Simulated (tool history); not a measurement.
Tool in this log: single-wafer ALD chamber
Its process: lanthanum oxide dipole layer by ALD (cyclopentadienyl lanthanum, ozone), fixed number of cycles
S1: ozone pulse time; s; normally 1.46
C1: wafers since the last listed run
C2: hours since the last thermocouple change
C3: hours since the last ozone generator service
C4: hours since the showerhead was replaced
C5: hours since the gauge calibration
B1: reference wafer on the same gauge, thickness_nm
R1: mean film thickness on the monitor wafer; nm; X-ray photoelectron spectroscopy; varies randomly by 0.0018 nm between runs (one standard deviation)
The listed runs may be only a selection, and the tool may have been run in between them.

run   hour    S1    C1      C2      C3      C4     C5     B1     R1
  1    0.0  1.46     0  1503.0  1226.4  7143.3   45.5  0.547  0.534
  2   21.8  1.46   289  1524.8  1248.2  7165.1   67.3  0.549  0.536
  3  113.9  1.46  1224  1616.9  1340.3  7257.2  159.4  0.549  0.541
  4  130.9  1.46   225  1633.9  1357.3  7274.2  176.4  0.550  0.539
  5  151.7  1.46   276  1654.7  1378.1  7295.0  197.2  0.551  0.537
  6  167.9  1.46   215  1670.9  1394.3  7311.2  213.4  0.552  0.538
     239.0  -- thermocouple changed; heater temperature recalibrated
  7  239.5  1.46   845     0.5  1465.9  7382.8  285.0  0.553  0.542
     260.1  -- showerhead replaced
  8  272.0  1.46   325    33.0  1498.4    11.9  317.5  0.553  0.542
  9  288.4  1.46   217    49.4  1514.8    28.3  333.9  0.554  0.542
     299.6  -- gauge calibrated
 10  322.2  1.46   449    83.2  1548.6    62.1   22.6  0.545  0.533
     333.5  -- ozone generator serviced
 11  336.9  1.63    89    97.9     3.4    76.8   37.3  0.546  0.543
 12  356.8  0.98   264   117.8    23.3    96.7   57.2  0.546  0.499
 13  390.5  1.14   447   151.5    57.0   130.4   90.9  0.547  0.512
 14  409.5  1.30   252   170.5    76.0   149.4  109.9  0.547  0.527
 15  437.9  1.79   377   198.9   104.4   177.8  138.3  0.548  0.551
 16  457.4  1.46   259   218.4   123.9   197.3  157.8  0.548  0.536
 17  477.5  0.97   267   238.5   144.0   217.4  177.9  0.549  0.499
 18  496.3  1.99   249   257.3   162.8   236.2  196.7  0.549  0.554

Consider 5 possible next runs. They are alternatives, not a sequence: every one starts from the tool as it was left by run 18. What does each give?
  A  496.7  1.46   5  257.7  163.2  236.6  197.1   ?   ?
  B  496.7  1.05   5  257.7  163.2  236.6  197.1   ?   ?
  C  496.7  2.01   5  257.7  163.2  236.6  197.1   ?   ?
  D  496.7  1.07   5  257.7  163.2  236.6  197.1   ?   ?
  E  496.7  1.17   5  257.7  163.2  236.6  197.1   ?   ?

run     B1     R1
  A  0.549  0.536
  B  0.549  0.508
  C  0.549  0.554
  D  0.549  0.509
  E  0.549  0.518
The same runs, with their run-to-run variation unchanged, on a tool lacking any hidden condition would have given:
run     R1
  A  0.532
  B  0.504
  C  0.550
  D  0.506
  E  0.514
